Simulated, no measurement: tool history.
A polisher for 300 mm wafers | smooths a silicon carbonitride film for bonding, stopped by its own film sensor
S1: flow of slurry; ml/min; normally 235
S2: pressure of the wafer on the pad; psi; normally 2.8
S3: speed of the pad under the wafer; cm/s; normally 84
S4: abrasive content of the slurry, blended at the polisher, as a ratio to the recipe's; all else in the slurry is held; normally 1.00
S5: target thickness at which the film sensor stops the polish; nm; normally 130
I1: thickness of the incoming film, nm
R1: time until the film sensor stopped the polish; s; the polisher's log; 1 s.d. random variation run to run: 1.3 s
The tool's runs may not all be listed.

{"run": 1, "hour": 0.0, "S1": 235, "S2": 2.8, "S3": 84, "S4": 1.0, "S5": 130, "I1": 149.3, "R1": 71.9}
{"run": 2, "hour": 43.8, "S1": 235, "S2": 2.8, "S3": 84, "S4": 1.0, "S5": 130, "I1": 149.5, "R1": 74.8}
{"run": 3, "hour": 93.0, "S1": 235, "S2": 2.8, "S3": 84, "S4": 1.0, "S5": 130, "I1": 152.5, "R1": 86.4}
{"hour": 133.8, "done": "slurry nozzle cleaned"}
{"run": 4, "hour": 162.3, "S1": 255, "S2": 2.8, "S3": 106, "S4": 1.0, "S5": 130, "I1": 148.7, "R1": 58.2}
{"hour": 217.4, "done": "worn pad replaced by a new one"}
{"run": 5, "hour": 222.0, "S1": 235, "S2": 2.8, "S3": 84, "S4": 0.9, "S5": 127, "I1": 150.6, "R1": 91.8}
{"run": 6, "hour": 253.9, "S1": 235, "S2": 2.8, "S3": 84, "S4": 0.9, "S5": 127, "I1": 146.8, "R1": 76.0}
{"hour": 268.8, "done": "slurry blender recalibrated"}
{"run": 7, "hour": 320.3, "S1": 235, "S2": 2.8, "S3": 84, "S4": 1.0, "S5": 130, "I1": 150.2, "R1": 75.4}
{"hour": 357.4, "done": "head pressure recalibrated"}
{"run": 8, "hour": 386.3, "S1": 235, "S2": 2.8, "S3": 84, "S4": 1.0, "S5": 130, "I1": 152.5, "R1": 85.8}
{"run": 9, "hour": 439.8, "S1": 235, "S2": 2.8, "S3": 84, "S4": 1.0, "S5": 130, "I1": 149.2, "R1": 76.7}
{"run": 10, "hour": 498.5, "S1": 235, "S2": 2.8, "S3": 84, "S4": 1.0, "S5": 130, "I1": 148.0, "R1": 67.8}
{"hour": 566.4, "done": "worn pad replaced by a new one"}
{"hour": 607.2, "done": "slurry nozzle cleaned"}
{"hour": 665.4, "done": "slurry blender recalibrated"}
{"run": 11, "hour": 683.6, "S1": 235, "S2": 2.8, "S3": 84, "S4": 1.0, "S5": 130, "I1": 152.5, "R1": 84.1}
{"run": 12, "hour": 725.3, "S1": 235, "S2": 2.8, "S3": 84, "S4": 1.0, "S5": 130, "I1": 149.8, "R1": 78.6}
{"run": 13, "hour": 763.9, "S1": 235, "S2": 3.1, "S3": 84, "S4": 0.7, "S5": 130, "I1": 151.2, "R1": 84.3}
{"run": 14, "hour": 821.3, "S1": 270, "S2": 2.8, "S3": 108, "S4": 1.0, "S5": 133, "I1": 151.4, "R1": 57.1}
{"run": 15, "hour": 876.5, "S1": 235, "S2": 2.8, "S3": 70, "S4": 0.7, "S5": 130, "I1": 150.1, "R1": 105.8}
{"hour": 903.9, "done": "worn pad replaced by a new one"}
{"hour": 910.7, "done": "head pressure recalibrated"}
{"run": 16, "hour": 920.6, "S1": 235, "S2": 1.9, "S3": 70, "S4": 0.75, "S5": 136, "I1": 151.7, "R1": 106.7}
{"run": 17, "hour": 990.9, "S1": 210, "S2": 2.8, "S3": 84, "S4": 1.25, "S5": 130, "I1": 149.0, "R1": 67.5}
{"hour": 1032.1, "done": "slurry blender recalibrated"}
{"run": 18, "hour": 1036.8, "S1": 300, "S2": 2.8, "S3": 112, "S4": 0.75, "S5": 133, "I1": 152.3, "R1": 64.9}
{"hour": 1049.2, "done": "slurry nozzle cleaned"}
{"run": 19, "hour": 1079.7, "S1": 235, "S2": 2.8, "S3": 84, "S4": 1.0, "S5": 130, "I1": 148.3, "R1": 70.6}
{"run": 20, "hour": 1112.0, "S1": 235, "S2": 2.8, "S3": 84, "S4": 1.0, "S5": 126, "I1": 149.4, "R1": 91.0}
{"run": 21, "hour": 1138.3, "S1": 235, "S2": 2.3, "S3": 84, "S4": 0.8, "S5": 135, "I1": 152.1, "R1": 86.0}
{"run": 22, "hour": 1172.4, "S1": 210, "S2": 2.1, "S3": 54, "S4": 1.0, "S5": 130, "I1": 152.3, "R1": 166.5}
{"run": 23, "hour": 1227.6, "S1": 210, "S2": 2.8, "S3": 84, "S4": 1.0, "S5": 130, "I1": 149.5, "R1": 77.7}
{"run": 24, "hour": 1264.0, "S1": 235, "S2": 2.8, "S3": 84, "S4": 1.0, "S5": 130, "I1": 148.1, "R1": 73.4}
{"hour": 1291.9, "done": "worn pad replaced by a new one"}
{"run": 25, "hour": 1320.8, "S1": 280, "S2": 2.8, "S3": 84, "S4": 0.8, "S5": 132, "I1": 151.3, "R1": 75.7}
{"run": 26, "hour": 1383.4, "S1": 235, "S2": 2.8, "S3": 84, "S4": 1.0, "S5": 130, "I1": 151.6, "R1": 82.2}
{"run": 27, "hour": 1430.0, "S1": 235, "S2": 3.3, "S3": 108, "S4": 1.25, "S5": 130, "I1": 152.3, "R1": 52.8}
{"hour": 1456.9, "done": "head pressure recalibrated"}
{"hour": 1474.0, "done": "slurry blender recalibrated"}
{"run": 28, "hour": 1483.1, "S1": 280, "S2": 2.8, "S3": 84, "S4": 0.8, "S5": 132, "I1": 150.3, "R1": 75.6}
{"run": 29, "hour": 1537.4, "S1": 315, "S2": 2.8, "S3": 64, "S4": 1.0, "S5": 130, "I1": 148.4, "R1": 88.1}

Predict each of these 5 candidate next runs independently; none follows another, all start after run 29:
{"run": "A", "hour": 1537.8, "S1": 235, "S2": 2.8, "S3": 84, "S4": 1.1, "S5": 130, "I1": 150.0, "R1": "?"}
{"run": "B", "hour": 1537.8, "S1": 305, "S2": 2.5, "S3": 84, "S4": 1.0, "S5": 132, "I1": 150.0, "R1": "?"}
{"run": "C", "hour": 1537.8, "S1": 300, "S2": 3.8, "S3": 84, "S4": 1.2, "S5": 130, "I1": 150.0, "R1": "?"}
{"run": "D", "hour": 1537.8, "S1": 285, "S2": 2.8, "S3": 102, "S4": 0.75, "S5": 135, "I1": 150.0, "R1": "?"}
{"run": "E", "hour": 1537.8, "S1": 235, "S2": 2.1, "S3": 84, "S4": 1.0, "S5": 137, "I1": 150.0, "R1": "?"}

run=A R1=76.4
run=B R1=76.8
run=C R1=54.8
run=D R1=55.4
run=E R1=66.3
With no hidden state in the tool, these same runs would have given:
run=A R1=72.0
run=B R1=72.4
run=C R1=51.6
run=D R1=52.2
run=E R1=62.5
